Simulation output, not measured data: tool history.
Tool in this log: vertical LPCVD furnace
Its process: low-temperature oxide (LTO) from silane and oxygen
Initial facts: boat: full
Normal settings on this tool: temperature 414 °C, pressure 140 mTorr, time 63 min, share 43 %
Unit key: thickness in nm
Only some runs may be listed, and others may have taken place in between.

run	hour	temperature	pressure	time	share	wafers since the last listed run	hours since the last temperature calibration	hours since the pressure gauge was zeroed	hours since the silane flow controller was replaced	hours since the gauge calibration	read-back reference wafer on the same gauge, thickness	thickness
1	0	414	140	63	43	0	1375.4	4746.8	5293.3	795.2	445.18	474.86
2	42.7	414	140	63	43	470	1418.1	4789.5	5336	837.9	444.75	475.83
3	94.6	414	140	63	43	572	1470	4841.4	5387.9	889.8	444.98	475.07
4	298.6	414	140	63	43	2249	1674	5045.4	5591.9	1093.8	445.23	473.39
5	332.6	414	140	63	43	374	1708	5079.4	5625.9	1127.8	445.04	474.43
# hour 398.8: pressure gauge zeroed
6	399.3	414	140	63	43	470	1774.7	0.5	5692.6	1194.5	445.21	474.36
# hour 428.2: thermocouples replaced and temperature profile calibrated
# hour 465.2: silane flow controller replaced
7	465.7	414	140	63	43	202	37.5	66.9	0.5	1260.9	445.09	489.27
8	494	414	140	63	43	312	65.8	95.2	28.8	1289.2	444.91	490.74
9	531.6	414	140	63	43	414	103.4	132.8	66.4	1326.8	445.07	488.83
10	595.1	414	140	63	43	700	166.9	196.3	129.9	1390.3	445	489.89
11	658.4	414	140	63	43	697	230.2	259.6	193.2	1453.6	445.11	487.31
12	690.6	414	140	63	43	355	262.4	291.8	225.4	1485.8	445.08	487.16
# hour 703.4: gauge calibrated
13	732.2	414	140	63	43	458	304	333.4	267	28.8	444.8	487.45
14	759.4	402	130	63	36	299	331.2	360.6	294.2	56	445.04	321.91
15	821.5	425	105	47	35	684	393.3	422.7	356.3	118.1	445.19	238.63
16	863.1	417	140	40	43	458	434.9	464.3	397.9	159.7	445.33	317.86
17	1054.7	407	140	44	48	2112	626.5	655.9	589.5	351.3	444.92	351.06
18	1090.1	414	140	63	40	390	661.9	691.3	624.9	386.7	444.77	445.5
19	1146.6	408	120	76	50	622	718.4	747.8	681.4	443.2	444.69	546.28
20	1177.4	405	140	43	43	339	749.2	778.6	712.2	474	444.9	301.59
21	1235.4	414	150	63	43	639	807.2	836.6	770.2	532	444.98	518.6
22	1263	414	165	55.5	50	304	834.8	864.2	797.8	559.6	445.08	578.99
23	1289.3	414	140	63	39	289	861.1	890.5	824.1	585.9	444.97	432.95

Run-by-run hidden state of the tool:
true tube temperature minus thermocouple reading, K: 0 at every run
true pressure minus gauge reading, mTorr: 0 at every run
gauge reads high (%): 0 at every run
H1: deviation of the silane flow from its setpoint, %
run	H1
1	-5.37
2	-5.38
3	-5.39
4	-5.43
5	-5.43
6	-5.45
7	-0.492
8	-0.582
9	-0.701
10	-0.897
11	-1.09
12	-1.18
13	-1.3
14	-1.37
15	-1.54
16	-1.66
17	-2.14
18	-2.22
19	-2.35
20	-2.42
21	-2.55
22	-2.61
23	-2.67
